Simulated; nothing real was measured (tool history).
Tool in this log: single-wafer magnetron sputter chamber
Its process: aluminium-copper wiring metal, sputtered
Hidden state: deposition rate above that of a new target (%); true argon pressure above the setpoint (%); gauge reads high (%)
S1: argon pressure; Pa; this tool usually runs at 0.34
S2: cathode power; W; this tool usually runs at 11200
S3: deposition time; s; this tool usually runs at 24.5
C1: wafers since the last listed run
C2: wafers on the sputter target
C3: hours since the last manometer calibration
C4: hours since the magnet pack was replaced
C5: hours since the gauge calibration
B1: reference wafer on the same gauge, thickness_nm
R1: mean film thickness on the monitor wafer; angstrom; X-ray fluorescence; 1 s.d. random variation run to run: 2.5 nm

run    hour     S1     S2    S3    C1    C2      C3      C4      C5       B1       R1
  1       0   0.34  11200  24.5     0  1924  2037.7  7927.6   698.2  588.476  4984.96
  2    92.8   0.34  11200  24.5  2469  4393  2130.5  8020.4     791  588.691  4902.98
      181.5  -- sputter target and shields replaced
  3   193.9   0.34  11200  24.5  2477   330  2231.6  8121.5   892.1  588.655  5069.45
  4   264.9  0.299  11200    22  1889  2219  2302.6  8192.5   963.1  588.827  4596.83
  5   347.3  0.299  11200    22  2192  4411    2385  8274.9  1045.5  588.661  4590.07
      419.8  -- sputter target and shields replaced
  6   430.4  0.299  11200    22  1998   281  2468.1    8358  1128.6  589.161  4617.56
  7   502.3   0.34  11200  24.5  1913  2194    2540  8429.9  1200.5  588.457  4951.93
  8   561.2   0.34  11200  22.6  1567  3761  2598.9  8488.8  1259.4  589.341  4549.31
  9   639.6   0.34  11200  24.5  2086  5847  2677.3  8567.2  1337.8   588.62  4889.63
      671.7  -- sputter target and shields replaced
 10   734.7   0.34  11200  24.5  2317  1676  2772.4  8662.3  1432.9   588.96  5020.91
      804.6  -- gauge calibrated
 11   814.7  0.416  12850  19.7  2128  3804  2852.4  8742.3    10.1  588.348  4261.78
 12     881  0.273  11200  20.3  1764  5569  2918.7  8808.6    76.4  589.387  4239.29
 13   923.3  0.299  11200    22  1125  6694    2961  8850.9   118.7  589.255  4491.99
      980.6  -- sputter target and shields replaced
 14   981.7   0.34  11200  24.5  1341    29  3019.4  8909.3   177.1  589.031   5003.1
     1018.3  -- capacitance manometer re-zeroed and calibrated
     1027.9  -- magnet pack replaced
 15  1046.5  0.412  11200  24.5  1298  1328    28.2    18.6   241.9  588.497  4783.77
 16  1146.3   0.34  13300  24.5  2655  3983     128   118.4   341.7  589.515  5657.58
 17  1184.8   0.34  11200  24.5  1024  5008   166.5   156.9   380.2  588.748  4851.76
 18  1246.4   0.34   8600  24.5  1639  6647   228.1   218.5   441.8   588.94  3944.75
     1290.2  -- sputter target and shields replaced
 19  1290.7  0.232  12000  19.9   965    12   272.4   262.8   486.1  589.239     4669
 20  1349.3   0.34  11200  24.5  1559  1571     331   321.4   544.7  588.922  4959.59

State the hidden condition of the tool at each of the runs:
true argon pressure above the setpoint (%): 0, the same for each run
gauge reads high (%): 0, the same for each run
H1: deposition rate above that of a new target (%)
run      H1
  1   -1.09
  2   -2.31
  3  -0.279
  4   -1.22
  5    -2.3
  6  -0.699
  7   -1.65
  8   -2.43
  9   -3.46
 10  -0.882
 11   -1.94
 12   -2.81
 13   -3.37
 14  -0.342
 15    -1.2
 16   -2.51
 17   -3.02
 18   -3.84
 19  -0.306
 20   -1.08
